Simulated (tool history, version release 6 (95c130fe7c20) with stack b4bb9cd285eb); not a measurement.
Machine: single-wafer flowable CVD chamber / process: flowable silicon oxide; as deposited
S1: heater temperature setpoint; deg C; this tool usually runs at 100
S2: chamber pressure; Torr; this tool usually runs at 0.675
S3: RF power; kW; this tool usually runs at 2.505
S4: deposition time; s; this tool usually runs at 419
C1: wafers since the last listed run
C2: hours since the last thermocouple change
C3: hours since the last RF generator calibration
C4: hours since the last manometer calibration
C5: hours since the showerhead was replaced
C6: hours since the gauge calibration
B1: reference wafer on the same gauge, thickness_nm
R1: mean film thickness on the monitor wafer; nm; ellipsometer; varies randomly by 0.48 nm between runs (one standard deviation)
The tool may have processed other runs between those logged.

Run 1, hour 0.0: usual settings but S4 469 s; C1 0; C2 2446.0; C3 988.0; C4 1656.2; C5 5068.4; C6 264.7; B1 216.910. Result: R1 185.005 nm.
Run 2, hour 21.1: usual settings but S4 469 s; C1 100; C2 2467.1; C3 1009.1; C4 1677.3; C5 5089.5; C6 285.8; B1 216.988. Result: R1 184.432 nm.
Run 3, hour 47.3: usual settings but S4 469 s; C1 124; C2 2493.3; C3 1035.3; C4 1703.5; C5 5115.7; C6 312.0; B1 217.197. Result: R1 183.415 nm.
Run 4, hour 78.1: usual settings but S3 2.790 kW; C1 146; C2 2524.1; C3 1066.1; C4 1734.3; C5 5146.5; C6 342.8; B1 217.189. Result: R1 166.214 nm.
Run 5, hour 111.8: usual settings but S3 2.790 kW; C1 160; C2 2557.8; C3 1099.8; C4 1768.0; C5 5180.2; C6 376.5; B1 216.846. Result: R1 165.655 nm.
Run 6, hour 128.1: usual settings but S3 2.790 kW; C1 77; C2 2574.1; C3 1116.1; C4 1784.3; C5 5196.5; C6 392.8; B1 217.082. Result: R1 165.313 nm.
Run 7, hour 147.6: usual settings; C1 92; C2 2593.6; C3 1135.6; C4 1803.8; C5 5216.0; C6 412.3; B1 217.052. Result: R1 162.359 nm.
Run 8, hour 170.7: usual settings; C1 110; C2 2616.7; C3 1158.7; C4 1826.9; C5 5239.1; C6 435.4; B1 217.165. Result: R1 161.949 nm.
At hour 190.6: thermocouple changed; heater temperature recalibrated.
Run 9, hour 191.1: usual settings; C1 59; C2 0.5; C3 1179.1; C4 1847.3; C5 5259.5; C6 455.8; B1 217.017. Result: R1 188.087 nm.
Run 10, hour 198.7: usual settings; C1 36; C2 8.1; C3 1186.7; C4 1854.9; C5 5267.1; C6 463.4; B1 217.096. Result: R1 187.489 nm.
At hour 253.3: gauge calibrated.
At hour 256.4: capacitance manometer re-zeroed and calibrated.
Run 11, hour 256.9: usual settings; C1 239; C2 66.3; C3 1244.9; C4 0.5; C5 5325.3; C6 3.6; B1 217.006. Result: R1 200.850 nm.
Run 12, hour 282.9: usual settings; C1 123; C2 92.3; C3 1270.9; C4 26.5; C5 5351.3; C6 29.6; B1 217.099. Result: R1 198.377 nm.

Estimate the outcome of run 13 from the log above:
At hour 310.0: RF generator calibrated.
Run 13, hour 310.5: usual settings but S2 0.838 Torr, S4 388 s; C1 93; C2 119.9; C3 0.5; C4 54.1; C5 5378.9; C6 57.2; B1 ?. Result: R1 ?.

For run 13 the tool returned B1 216.701, R1 228.675 nm.
Without the tool's hidden state the same run would have given R1 230.131 nm.
